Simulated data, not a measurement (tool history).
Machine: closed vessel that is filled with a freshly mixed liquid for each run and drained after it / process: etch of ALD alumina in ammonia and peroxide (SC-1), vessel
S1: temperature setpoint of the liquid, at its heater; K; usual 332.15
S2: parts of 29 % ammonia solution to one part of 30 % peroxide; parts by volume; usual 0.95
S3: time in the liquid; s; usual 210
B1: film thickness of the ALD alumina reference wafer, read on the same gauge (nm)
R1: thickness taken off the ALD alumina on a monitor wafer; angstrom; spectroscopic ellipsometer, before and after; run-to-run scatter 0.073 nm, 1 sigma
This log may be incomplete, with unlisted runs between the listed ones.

run     day      S1    S2   S3     B1     R1
  1   0.000  332.15  0.95  210  49.99  178.6
  2   0.800  332.15  0.95  210  49.99  177.2
  3   1.221  332.15  0.95  210  49.98  177.1
  4   1.658  327.15  1.05  210  49.98  137.9
  5   2.317  332.15  0.95  115  49.99   97.2
  6   2.617  332.15  0.95  115  49.99   97.4
  7   2.908  332.15  0.95  115  49.99   97.3
  8   3.592  332.15  0.95  210  50.03  177.3
  9   4.238  332.15  0.95  210  50.00  178.4
 10   4.846  335.65  0.95  250  50.00  252.8
      4.954  -- gauge calibrated
 11   5.479  335.65  0.95  250  50.00  255.2
 12   5.758  332.15  0.95  210  49.99  178.8
 13   6.342  332.15  0.95  210  50.00  178.9
      6.546  -- ammonia flow meter replaced
 14   6.771  332.15  0.95  210  49.99  178.6
 15   7.275  332.15  1.20  210  50.00  181.6
 16   8.017  332.15  1.10  210  49.99  182.8
 17   8.746  332.15  0.95  270  50.02  232.3
 18   9.317  329.65  1.20  145  50.01  111.7
      9.717  -- new drum of ammonia solution connected
 19   9.833  325.15  0.55  155  49.99   88.0
 20  10.525  327.65  1.20  210  49.97  147.0
 21  11.046  332.15  0.95   95  49.97   81.3
 22  11.675  332.15  0.95  210  49.98  179.7

Expected results for the next run?
     11.900  -- thermometer replaced
 23  12.042  337.15  0.95  210   ?   ?

{"run 23": {"B1": 49.98, "R1": 205.5}}
Minus the tool's unlogged condition, the same run would have read R1 201.9 angstrom.
